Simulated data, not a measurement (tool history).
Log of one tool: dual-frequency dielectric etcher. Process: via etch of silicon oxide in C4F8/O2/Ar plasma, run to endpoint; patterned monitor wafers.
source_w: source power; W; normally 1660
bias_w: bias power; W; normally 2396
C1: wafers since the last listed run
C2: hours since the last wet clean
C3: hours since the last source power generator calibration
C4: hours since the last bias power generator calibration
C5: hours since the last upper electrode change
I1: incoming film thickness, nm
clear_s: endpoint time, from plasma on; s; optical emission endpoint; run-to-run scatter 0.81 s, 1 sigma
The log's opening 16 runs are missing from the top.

{"hour": 1449.7, "done": "source power generator calibrated"}
{"run": 17, "hour": 1566.8, "source_w": 1660, "bias_w": 2396, "C1": 485, "C2": 504.2, "C3": 117.1, "C4": 3841.9, "C5": 3847.1, "I1": 1262.1, "clear_s": 246.2}
{"hour": 1640.2, "done": "bias power generator calibrated"}
{"run": 18, "hour": 1640.8, "source_w": 1660, "bias_w": 2396, "C1": 256, "C2": 578.2, "C3": 191.1, "C4": 0.6, "C5": 3921.1, "I1": 1256.5, "clear_s": 246.5}
{"hour": 1744.1, "done": "wet clean of the chamber"}
{"run": 19, "hour": 1892.5, "source_w": 1810, "bias_w": 2874, "C1": 834, "C2": 148.4, "C3": 442.8, "C4": 252.3, "C5": 4172.8, "I1": 1270.6, "clear_s": 227.8}
{"run": 20, "hour": 1979.2, "source_w": 2050, "bias_w": 1904, "C1": 317, "C2": 235.1, "C3": 529.5, "C4": 339, "C5": 4259.5, "I1": 1263.2, "clear_s": 237.8}
{"run": 21, "hour": 2029.8, "source_w": 1660, "bias_w": 2126, "C1": 185, "C2": 285.7, "C3": 580.1, "C4": 389.6, "C5": 4310.1, "I1": 1272.6, "clear_s": 254.7}
{"run": 22, "hour": 2089.6, "source_w": 1510, "bias_w": 2656, "C1": 219, "C2": 345.5, "C3": 639.9, "C4": 449.4, "C5": 4369.9, "I1": 1271.6, "clear_s": 251.8}
{"run": 23, "hour": 2286.0, "source_w": 1890, "bias_w": 2079, "C1": 719, "C2": 541.9, "C3": 836.3, "C4": 645.8, "C5": 4566.3, "I1": 1257.5, "clear_s": 239.7}
{"hour": 2349.7, "done": "upper electrode replaced"}
{"hour": 2356.2, "done": "wet clean of the chamber"}
{"run": 24, "hour": 2381.6, "source_w": 1900, "bias_w": 2017, "C1": 238, "C2": 25.4, "C3": 931.9, "C4": 741.4, "C5": 31.9, "I1": 1271.2, "clear_s": 244.1}
{"run": 25, "hour": 2431.1, "source_w": 2010, "bias_w": 2232, "C1": 181, "C2": 74.9, "C3": 981.4, "C4": 790.9, "C5": 81.4, "I1": 1274.4, "clear_s": 232.7}
{"run": 26, "hour": 2471.9, "source_w": 1430, "bias_w": 2969, "C1": 149, "C2": 115.7, "C3": 1022.2, "C4": 831.7, "C5": 122.2, "I1": 1263, "clear_s": 247.8}
{"run": 27, "hour": 2724.7, "source_w": 1510, "bias_w": 1916, "C1": 926, "C2": 368.5, "C3": 1275, "C4": 1084.5, "C5": 375, "I1": 1262.1, "clear_s": 269.3}
{"run": 28, "hour": 2821.7, "source_w": 1660, "bias_w": 2396, "C1": 355, "C2": 465.5, "C3": 1372, "C4": 1181.5, "C5": 472, "I1": 1267.2, "clear_s": 246.9}
{"run": 29, "hour": 2903.8, "source_w": 1660, "bias_w": 2396, "C1": 300, "C2": 547.6, "C3": 1454.1, "C4": 1263.6, "C5": 554.1, "I1": 1275.2, "clear_s": 246.8}
{"hour": 2955.7, "done": "wet clean of the chamber"}
{"run": 30, "hour": 2987.3, "source_w": 1660, "bias_w": 1879, "C1": 218, "C2": 31.6, "C3": 1537.6, "C4": 1347.1, "C5": 637.6, "I1": 1279.6, "clear_s": 264.5}
{"run": 31, "hour": 3066.3, "source_w": 1980, "bias_w": 2877, "C1": 289, "C2": 110.6, "C3": 1616.6, "C4": 1426.1, "C5": 716.6, "I1": 1259.6, "clear_s": 217.1}
{"run": 32, "hour": 3141.8, "source_w": 1850, "bias_w": 2016, "C1": 276, "C2": 186.1, "C3": 1692.1, "C4": 1501.6, "C5": 792.1, "I1": 1266.1, "clear_s": 245}
{"run": 33, "hour": 3238.3, "source_w": 1870, "bias_w": 2396, "C1": 353, "C2": 282.6, "C3": 1788.6, "C4": 1598.1, "C5": 888.6, "I1": 1276.6, "clear_s": 235.5}
{"run": 34, "hour": 3322.8, "source_w": 1440, "bias_w": 2176, "C1": 309, "C2": 367.1, "C3": 1873.1, "C4": 1682.6, "C5": 973.1, "I1": 1266.9, "clear_s": 267}
{"run": 35, "hour": 3377.7, "source_w": 1250, "bias_w": 1825, "C1": 201, "C2": 422, "C3": 1928, "C4": 1737.5, "C5": 1028, "I1": 1260.4, "clear_s": 293.6}

Alternative continuations, all from the tool just after run 35; predict every row:
{"run": "A", "hour": 3378.2, "source_w": 1660, "bias_w": 2550, "C1": 1, "C2": 422.5, "C3": 1928.5, "C4": 1738, "C5": 1028.5, "I1": 1271.4, "clear_s": "?"}
{"run": "B", "hour": 3378.2, "source_w": 1550, "bias_w": 2396, "C1": 1, "C2": 422.5, "C3": 1928.5, "C4": 1738, "C5": 1028.5, "I1": 1271.4, "clear_s": "?"}
{"run": "C", "hour": 3378.2, "source_w": 1660, "bias_w": 2636, "C1": 1, "C2": 422.5, "C3": 1928.5, "C4": 1738, "C5": 1028.5, "I1": 1271.4, "clear_s": "?"}
{"run": "D", "hour": 3378.2, "source_w": 1980, "bias_w": 2878, "C1": 1, "C2": 422.5, "C3": 1928.5, "C4": 1738, "C5": 1028.5, "I1": 1271.4, "clear_s": "?"}

run=A clear_s=243.5
run=B clear_s=254.8
run=C clear_s=241.3
run=D clear_s=218.9
Without the tool's hidden state the same runs would have given:
run=A clear_s=245.5
run=B clear_s=257
run=C clear_s=243.4
run=D clear_s=220.7
